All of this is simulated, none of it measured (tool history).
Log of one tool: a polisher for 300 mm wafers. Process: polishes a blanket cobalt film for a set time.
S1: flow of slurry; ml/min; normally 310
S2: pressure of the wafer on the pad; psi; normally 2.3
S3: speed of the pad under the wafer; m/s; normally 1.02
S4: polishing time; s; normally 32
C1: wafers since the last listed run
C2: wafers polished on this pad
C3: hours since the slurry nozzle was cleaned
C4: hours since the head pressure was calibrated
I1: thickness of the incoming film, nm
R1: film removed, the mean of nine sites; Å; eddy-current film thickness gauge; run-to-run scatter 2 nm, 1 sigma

run 1 hour=0.0 | S1=310 S2=2.3 S3=1.02 S4=32 | C1=0 C2=688 C3=343.9 C4=507.8 | I1=1141.4 | R1=2041
run 2 hour=68.8 | S1=260 S2=2.3 S3=1.02 S4=32 | C1=708 C2=1397 C3=412.7 C4=576.6 | I1=1134.7 | R1=1995
run 3 hour=138.2 | S1=260 S2=2.3 S3=1.02 S4=32 | C1=714 C2=2111 C3=482.1 C4=646.0 | I1=1139.7 | R1=1977
run 4 hour=197.9 | S1=260 S2=2.3 S3=1.02 S4=32 | C1=614 C2=2725 C3=541.8 C4=705.7 | I1=1168.6 | R1=1981
-- hour=218.2 worn pad replaced by a new one
run 5 hour=265.9 | S1=310 S2=2.3 S3=1.02 S4=32 | C1=658 C2=491 C3=609.8 C4=773.7 | I1=1136.0 | R1=2029
run 6 hour=370.9 | S1=355 S2=2.3 S3=1.02 S4=32 | C1=1080 C2=1571 C3=714.8 C4=878.7 | I1=1141.9 | R1=2006
run 7 hour=426.8 | S1=355 S2=2.3 S3=1.02 S4=32 | C1=575 C2=2147 C3=770.7 C4=934.6 | I1=1171.3 | R1=1977
run 8 hour=473.3 | S1=310 S2=2.3 S3=1.02 S4=32 | C1=478 C2=2626 C3=817.2 C4=981.1 | I1=1159.6 | R1=1933
-- hour=488.5 worn pad replaced by a new one
-- hour=531.7 slurry nozzle cleaned
run 9 hour=548.5 | S1=310 S2=2.3 S3=1.02 S4=32 | C1=722 C2=607 C3=16.8 C4=1056.3 | I1=1144.7 | R1=2069
run 10 hour=633.6 | S1=310 S2=2.3 S3=1.02 S4=32 | C1=876 C2=1483 C3=101.9 C4=1141.4 | I1=1147.4 | R1=2076
run 11 hour=714.9 | S1=310 S2=2.3 S3=1.02 S4=32 | C1=836 C2=2320 C3=183.2 C4=1222.7 | I1=1150.1 | R1=2040
-- hour=778.5 head pressure recalibrated
run 12 hour=781.6 | S1=215 S2=3.0 S3=1.14 S4=39 | C1=666 C2=2986 C3=249.9 C4=3.1 | I1=1152.8 | R1=3369
-- hour=838.2 worn pad replaced by a new one
run 13 hour=838.7 | S1=280 S2=2.6 S3=1.02 S4=42 | C1=546 C2=4 C3=307.0 C4=60.2 | I1=1152.6 | R1=2949
run 14 hour=939.0 | S1=310 S2=2.3 S3=1.02 S4=32 | C1=1032 C2=1037 C3=407.3 C4=160.5 | I1=1145.5 | R1=2018
run 15 hour=987.9 | S1=310 S2=2.3 S3=1.18 S4=38 | C1=503 C2=1540 C3=456.2 C4=209.4 | I1=1143.5 | R1=2781
run 16 hour=1077.3 | S1=310 S2=2.6 S3=1.02 S4=43 | C1=920 C2=2460 C3=545.6 C4=298.8 | I1=1153.3 | R1=2979
-- hour=1130.2 worn pad replaced by a new one
run 17 hour=1184.1 | S1=200 S2=2.3 S3=1.02 S4=32 | C1=1058 C2=555 C3=652.4 C4=405.6 | I1=1127.4 | R1=1914
run 18 hour=1240.5 | S1=405 S2=1.9 S3=0.92 S4=37 | C1=580 C2=1135 C3=708.8 C4=462.0 | I1=1135.7 | R1=1811
run 19 hour=1340.5 | S1=270 S2=2.9 S3=1.02 S4=32 | C1=1029 C2=2165 C3=808.8 C4=562.0 | I1=1156.3 | R1=2313
run 20 hour=1393.2 | S1=415 S2=2.3 S3=0.82 S4=27 | C1=542 C2=2707 C3=861.5 C4=614.7 | I1=1144.7 | R1=1326
-- hour=1401.2 slurry nozzle cleaned
-- hour=1432.6 worn pad replaced by a new one
run 21 hour=1461.5 | S1=310 S2=2.3 S3=1.02 S4=32 | C1=651 C2=297 C3=60.3 C4=683.0 | I1=1129.7 | R1=2045
run 22 hour=1511.6 | S1=415 S2=2.3 S3=0.82 S4=27 | C1=515 C2=813 C3=110.4 C4=733.1 | I1=1158.4 | R1=1427
run 23 hour=1566.9 | S1=310 S2=2.3 S3=1.02 S4=32 | C1=569 C2=1382 C3=165.7 C4=788.4 | I1=1151.8 | R1=2060

Each row is a separate what-if for the run after 23, all from the same tool condition, not one after another. Results?
run A hour=1567.3 | S1=310 S2=2.3 S3=1.02 S4=32 | C1=4 C2=1386 C3=166.1 C4=788.8 | I1=1173.2 | R1=?
run B hour=1567.3 | S1=310 S2=3.0 S3=1.02 S4=32 | C1=4 C2=1386 C3=166.1 C4=788.8 | I1=1173.2 | R1=?
run C hour=1567.3 | S1=310 S2=2.3 S3=1.02 S4=26 | C1=4 C2=1386 C3=166.1 C4=788.8 | I1=1173.2 | R1=?
run D hour=1567.3 | S1=245 S2=2.3 S3=0.82 S4=32 | C1=4 C2=1386 C3=166.1 C4=788.8 | I1=1173.2 | R1=?
run E hour=1567.3 | S1=240 S2=2.3 S3=0.90 S4=24 | C1=4 C2=1386 C3=166.1 C4=788.8 | I1=1173.2 | R1=?

run=A R1=1999
run=B R1=2517
run=C R1=1625
run=D R1=1573
run=E R1=1292
With no hidden state in the tool, these same runs would have given:
run=A R1=2014
run=B R1=2534
run=C R1=1636
run=D R1=1587
run=E R1=1304
